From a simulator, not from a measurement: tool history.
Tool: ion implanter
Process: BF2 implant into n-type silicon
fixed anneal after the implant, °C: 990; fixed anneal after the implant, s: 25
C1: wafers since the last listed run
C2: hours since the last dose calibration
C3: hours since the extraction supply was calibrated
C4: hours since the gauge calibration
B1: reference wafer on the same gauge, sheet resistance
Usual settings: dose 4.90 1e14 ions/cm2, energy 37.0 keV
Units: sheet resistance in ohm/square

run 1 day=0.000 | dose=4.90 energy=31.5 | C1=0 C2=759.7 C3=4361.4 C4=852.2 | B1=231.04 | sheet_resistance=249.35
run 2 day=1.712 | dose=4.90 energy=31.5 | C1=656 C2=800.8 C3=4402.5 C4=893.3 | B1=231.13 | sheet_resistance=248.57
run 3 day=4.046 | dose=4.90 energy=37.0 | C1=894 C2=856.8 C3=4458.5 C4=949.3 | B1=231.05 | sheet_resistance=241.24
run 4 day=16.921 | dose=4.90 energy=37.0 | C1=4938 C2=1165.8 C3=4767.5 C4=1258.3 | B1=230.86 | sheet_resistance=241.92
run 5 day=19.950 | dose=4.90 energy=37.0 | C1=1161 C2=1238.5 C3=4840.2 C4=1331.0 | B1=231.03 | sheet_resistance=241.35
run 6 day=24.196 | dose=4.90 energy=37.0 | C1=1628 C2=1340.4 C3=4942.1 C4=1432.9 | B1=230.90 | sheet_resistance=241.58
run 7 day=28.662 | dose=4.90 energy=37.0 | C1=1713 C2=1447.6 C3=5049.3 C4=1540.1 | B1=230.97 | sheet_resistance=243.06
run 8 day=31.033 | dose=4.90 energy=45.0 | C1=909 C2=1504.5 C3=5106.2 C4=1597.0 | B1=230.95 | sheet_resistance=235.88
-- day=31.804 Faraday cup replaced and dose calibrated
run 9 day=34.667 | dose=4.90 energy=45.0 | C1=1265 C2=68.7 C3=5193.4 C4=1684.2 | B1=230.92 | sheet_resistance=237.19
run 10 day=37.471 | dose=4.90 energy=34.5 | C1=1075 C2=136.0 C3=5260.7 C4=1751.5 | B1=230.98 | sheet_resistance=243.05
run 11 day=40.229 | dose=4.90 energy=34.5 | C1=1057 C2=202.2 C3=5326.9 C4=1817.7 | B1=230.94 | sheet_resistance=245.03
run 12 day=43.317 | dose=4.90 energy=34.5 | C1=1184 C2=276.3 C3=5401.0 C4=1891.8 | B1=230.95 | sheet_resistance=245.31
-- day=46.296 gauge calibrated
run 13 day=47.071 | dose=4.90 energy=32.5 | C1=1439 C2=366.4 C3=5491.1 C4=18.6 | B1=230.94 | sheet_resistance=246.87
run 14 day=48.650 | dose=4.20 energy=47.0 | C1=605 C2=404.3 C3=5529.0 C4=56.5 | B1=230.88 | sheet_resistance=270.63
run 15 day=52.133 | dose=6.19 energy=37.0 | C1=1336 C2=487.9 C3=5612.6 C4=140.1 | B1=230.78 | sheet_resistance=201.15
run 16 day=53.858 | dose=6.21 energy=28.0 | C1=661 C2=529.3 C3=5654.0 C4=181.5 | B1=230.86 | sheet_resistance=215.94
run 17 day=56.862 | dose=5.39 energy=37.0 | C1=1152 C2=601.4 C3=5726.1 C4=253.6 | B1=230.80 | sheet_resistance=223.77
run 18 day=64.933 | dose=4.04 energy=48.5 | C1=3095 C2=795.1 C3=5919.8 C4=447.3 | B1=230.97 | sheet_resistance=280.06
run 19 day=67.767 | dose=4.13 energy=47.0 | C1=1086 C2=863.1 C3=5987.8 C4=515.3 | B1=230.95 | sheet_resistance=273.96
-- day=69.329 extraction supply calibrated
run 20 day=69.738 | dose=3.50 energy=42.0 | C1=628 C2=910.4 C3=9.8 C4=562.6 | B1=231.13 | sheet_resistance=322.52
run 21 day=71.488 | dose=4.90 energy=37.0 | C1=671 C2=952.4 C3=51.8 C4=604.6 | B1=231.11 | sheet_resistance=241.21
run 22 day=75.679 | dose=4.90 energy=37.0 | C1=1607 C2=1053.0 C3=152.4 C4=705.2 | B1=231.06 | sheet_resistance=242.21
run 23 day=86.700 | dose=3.78 energy=29.0 | C1=4227 C2=1317.5 C3=416.9 C4=969.7 | B1=231.07 | sheet_resistance=309.64
run 24 day=89.054 | dose=4.90 energy=37.0 | C1=902 C2=1374.0 C3=473.4 C4=1026.2 | B1=230.99 | sheet_resistance=241.89
run 25 day=93.496 | dose=4.90 energy=40.5 | C1=1703 C2=1480.6 C3=580.0 C4=1132.8 | B1=231.05 | sheet_resistance=238.04
run 26 day=96.429 | dose=3.99 energy=29.0 | C1=1125 C2=1551.0 C3=650.4 C4=1203.2 | B1=231.21 | sheet_resistance=296.30
run 27 day=99.983 | dose=6.30 energy=33.0 | C1=1363 C2=1636.3 C3=735.7 C4=1288.5 | B1=231.14 | sheet_resistance=205.18
-- day=104.617 Faraday cup replaced and dose calibrated
run 28 day=111.688 | dose=4.90 energy=37.0 | C1=4361 C2=169.7 C3=1016.6 C4=1569.4 | B1=231.01 | sheet_resistance=242.20
run 29 day=115.071 | dose=5.63 energy=49.5 | C1=1297 C2=250.9 C3=1097.8 C4=1650.6 | B1=230.98 | sheet_resistance=207.49
run 30 day=117.725 | dose=6.22 energy=29.5 | C1=1018 C2=314.6 C3=1161.5 C4=1714.3 | B1=231.03 | sheet_resistance=213.58
run 31 day=121.362 | dose=4.90 energy=37.0 | C1=1395 C2=401.9 C3=1248.8 C4=1801.6 | B1=230.94 | sheet_resistance=240.61
run 32 day=123.350 | dose=6.36 energy=44.0 | C1=762 C2=449.6 C3=1296.5 C4=1849.3 | B1=231.11 | sheet_resistance=191.01
-- day=125.821 gauge calibrated
run 33 day=126.042 | dose=4.90 energy=37.0 | C1=1032 C2=514.2 C3=1361.1 C4=5.3 | B1=230.94 | sheet_resistance=242.98
run 34 day=127.579 | dose=6.01 energy=44.0 | C1=589 C2=551.1 C3=1398.0 C4=42.2 | B1=230.97 | sheet_resistance=199.71
run 35 day=131.592 | dose=4.90 energy=37.0 | C1=1539 C2=647.4 C3=1494.3 C4=138.5 | B1=230.93 | sheet_resistance=241.88
run 36 day=134.096 | dose=4.90 energy=28.0 | C1=960 C2=707.5 C3=1554.4 C4=198.6 | B1=231.09 | sheet_resistance=254.32
run 37 day=138.067 | dose=4.90 energy=37.0 | C1=1523 C2=802.8 C3=1649.7 C4=293.9 | B1=230.91 | sheet_resistance=242.48

How the hidden state differs across the entries between the runs, from the last listed run before each to the first after it:
Between runs 8 and 9: Faraday cup replaced and dose calibrated (day 31.804)
  no hidden state differs between the two runs
Between runs 12 and 13: gauge calibrated (day 46.296)
  no hidden state differs between the two runs
Between runs 19 and 20: extraction supply calibrated (day 69.329)
  no hidden state differs between the two runs
Between runs 27 and 28: Faraday cup replaced and dose calibrated (day 104.617)
  no hidden state differs between the two runs
Between runs 32 and 33: gauge calibrated (day 125.821)
  no hidden state differs between the two runs

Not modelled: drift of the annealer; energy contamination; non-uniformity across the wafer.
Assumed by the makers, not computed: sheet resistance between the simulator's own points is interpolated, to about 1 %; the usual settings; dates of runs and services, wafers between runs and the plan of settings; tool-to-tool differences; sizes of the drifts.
